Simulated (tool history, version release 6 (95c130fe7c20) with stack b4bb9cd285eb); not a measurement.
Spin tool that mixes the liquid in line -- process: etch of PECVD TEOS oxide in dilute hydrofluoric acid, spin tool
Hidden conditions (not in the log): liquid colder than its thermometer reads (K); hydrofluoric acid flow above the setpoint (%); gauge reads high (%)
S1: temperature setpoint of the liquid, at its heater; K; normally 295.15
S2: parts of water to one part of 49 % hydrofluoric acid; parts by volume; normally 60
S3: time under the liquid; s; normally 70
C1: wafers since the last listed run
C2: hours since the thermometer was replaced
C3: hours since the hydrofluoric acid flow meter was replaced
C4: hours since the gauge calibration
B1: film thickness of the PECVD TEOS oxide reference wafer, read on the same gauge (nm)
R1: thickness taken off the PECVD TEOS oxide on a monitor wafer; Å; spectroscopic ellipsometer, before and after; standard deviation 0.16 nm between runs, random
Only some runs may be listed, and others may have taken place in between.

Run 1, hour 0: usual settings but S1 293.65 K, S2 75 parts by volume; C1 0; C2 1263.8; C3 2089.7; C4 361.6; B1 109.99. Result: R1 186.5 Å.
Run 2, hour 14.1: usual settings but S3 50 s; C1 180; C2 1277.9; C3 2103.8; C4 375.7; B1 110. Result: R1 179 Å.
Run 3, hour 24.1: usual settings but S3 50 s; C1 127; C2 1287.9; C3 2113.8; C4 385.7; B1 110.01. Result: R1 179.2 Å.
Run 4, hour 39.4: usual settings but S2 45 parts by volume; C1 195; C2 1303.2; C3 2129.1; C4 401; B1 109.99. Result: R1 337.7 Å.
Run 5, hour 52.4: usual settings; C1 165; C2 1316.2; C3 2142.1; C4 414; B1 109.98. Result: R1 253.5 Å.
Run 6, hour 65.2: usual settings; C1 163; C2 1329; C3 2154.9; C4 426.8; B1 110. Result: R1 249.7 Å.
Run 7, hour 71.9: usual settings; C1 85; C2 1335.7; C3 2161.6; C4 433.5; B1 110.02. Result: R1 250.6 Å.
Run 8, hour 84.6: usual settings; C1 162; C2 1348.4; C3 2174.3; C4 446.2; B1 109.99. Result: R1 251.9 Å.
Run 9, hour 102.1: usual settings; C1 223; C2 1365.9; C3 2191.8; C4 463.7; B1 110. Result: R1 249.6 Å.
Run 10, hour 118.2: usual settings but S1 297.65 K; C1 205; C2 1382; C3 2207.9; C4 479.8; B1 109.98. Result: R1 275.7 Å.
At hour 129: hydrofluoric acid flow meter replaced.
Run 11, hour 133: usual settings but S1 297.65 K; C1 176; C2 1396.8; C3 4; C4 494.6; B1 110.01. Result: R1 277 Å.
At hour 142.7: thermometer replaced.
Run 12, hour 145.4: usual settings but S1 297.65 K; C1 145; C2 2.7; C3 16.4; C4 507; B1 110.01. Result: R1 261.1 Å.
At hour 153.1: gauge calibrated.
Run 13, hour 162.5: usual settings but S1 298.15 K; C1 218; C2 19.8; C3 33.5; C4 9.4; B1 110.01. Result: R1 267.3 Å.
Run 14, hour 172.9: usual settings but S1 292.15 K, S2 75 parts by volume; C1 132; C2 30.2; C3 43.9; C4 19.8; B1 110. Result: R1 164 Å.
Run 15, hour 185.9: usual settings but S1 292.15 K, S2 75 parts by volume; C1 165; C2 43.2; C3 56.9; C4 32.8; B1 110. Result: R1 163.6 Å.
Run 16, hour 203.6: usual settings but S1 296.65 K, S2 35 parts by volume, S3 90 s; C1 225; C2 60.9; C3 74.6; C4 50.5; B1 110.01. Result: R1 568 Å.
Run 17, hour 218.6: usual settings but S2 50 parts by volume, S3 55 s; C1 191; C2 75.9; C3 89.6; C4 65.5; B1 110. Result: R1 223.8 Å.
Run 18, hour 230: usual settings but S1 300.15 K, S2 40 parts by volume, S3 40 s; C1 145; C2 87.3; C3 101; C4 76.9; B1 109.99. Result: R1 255.1 Å.
At hour 240.5: thermometer replaced, repeated, since the last time left the tool worse.
Run 19, hour 245.7: usual settings but S1 292.65 K, S2 75 parts by volume, S3 50 s; C1 187; C2 5.2; C3 116.7; C4 92.6; B1 110. Result: R1 132.8 Å.
Run 20, hour 257: usual settings; C1 144; C2 16.5; C3 128; C4 103.9; B1 110.03. Result: R1 263.4 Å.
Run 21, hour 266.9: usual settings but S2 35 parts by volume, S3 85 s; C1 126; C2 26.4; C3 137.9; C4 113.8; B1 110. Result: R1 564.2 Å.
Run 22, hour 275.7: usual settings but S1 291.15 K, S2 85 parts by volume; C1 112; C2 35.2; C3 146.7; C4 122.6; B1 110. Result: R1 153.7 Å.
Run 23, hour 290.2: usual settings but S1 297.65 K; C1 185; C2 49.7; C3 161.2; C4 137.1; B1 110.02. Result: R1 292.9 Å.
Run 24, hour 297.2: usual settings but S1 297.15 K, S2 80 parts by volume, S3 45 s; C1 89; C2 56.7; C3 168.2; C4 144.1; B1 110.01. Result: R1 133.2 Å.
Run 25, hour 309.7: usual settings but S1 293.15 K, S2 45 parts by volume, S3 55 s; C1 159; C2 69.2; C3 180.7; C4 156.6; B1 110. Result: R1 257.9 Å.
Run 26, hour 320.9: usual settings but S3 95 s; C1 142; C2 80.4; C3 191.9; C4 167.8; B1 110. Result: R1 354.7 Å.
Run 27, hour 333.1: usual settings but S1 299.15 K, S3 35 s; C1 155; C2 92.6; C3 204.1; C4 180; B1 109.99. Result: R1 156.3 Å.
Run 28, hour 344: usual settings but S1 299.15 K, S2 30 parts by volume, S3 90 s; C1 139; C2 103.5; C3 215; C4 190.9; B1 109.99. Result: R1 826.4 Å.
Run 29, hour 357: usual settings but S1 299.65 K; C1 165; C2 116.5; C3 228; C4 203.9; B1 110. Result: R1 317.4 Å.
Run 30, hour 390.8: usual settings; C1 431; C2 150.3; C3 261.8; C4 237.7; B1 109.97. Result: R1 260.1 Å.
Run 31, hour 404.8: usual settings but S1 297.65 K, S2 45 parts by volume; C1 178; C2 164.3; C3 275.8; C4 251.7; B1 109.99. Result: R1 391 Å.
Run 32, hour 412.7: usual settings; C1 100; C2 172.2; C3 283.7; C4 259.6; B1 110.01. Result: R1 262.5 Å.
Run 33, hour 421.9: usual settings; C1 117; C2 181.4; C3 292.9; C4 268.8; B1 109.99. Result: R1 260 Å.

Below are 4 alternative next runs, each starting from the tool's condition after run 33. Predict each:
Run A, hour 422.3: usual settings but S1 291.15 K; C1 5; C2 181.8; C3 293.3; C4 269.2; B1 ?. Result: R1 ?.
Run B, hour 422.3: usual settings but S1 293.15 K, S2 90 parts by volume; C1 5; C2 181.8; C3 293.3; C4 269.2; B1 ?. Result: R1 ?.
Run C, hour 422.3: usual settings but S1 298.15 K, S2 45 parts by volume, S3 85 s; C1 5; C2 181.8; C3 293.3; C4 269.2; B1 ?. Result: R1 ?.
Run D, hour 422.3: usual settings but S1 297.15 K, S2 75 parts by volume, S3 50 s; C1 5; C2 181.8; C3 293.3; C4 269.2; B1 ?. Result: R1 ?.

run      B1     R1
  A  109.97  219.5
  B  109.97  154.1
  C  109.97  486.2
  D  109.97  158.4
Take away the tool's hidden state, keep each run's random variation, and the runs would have read:
run     R1
  A  226.2
  B  158.6
  C  500.4
  D    163
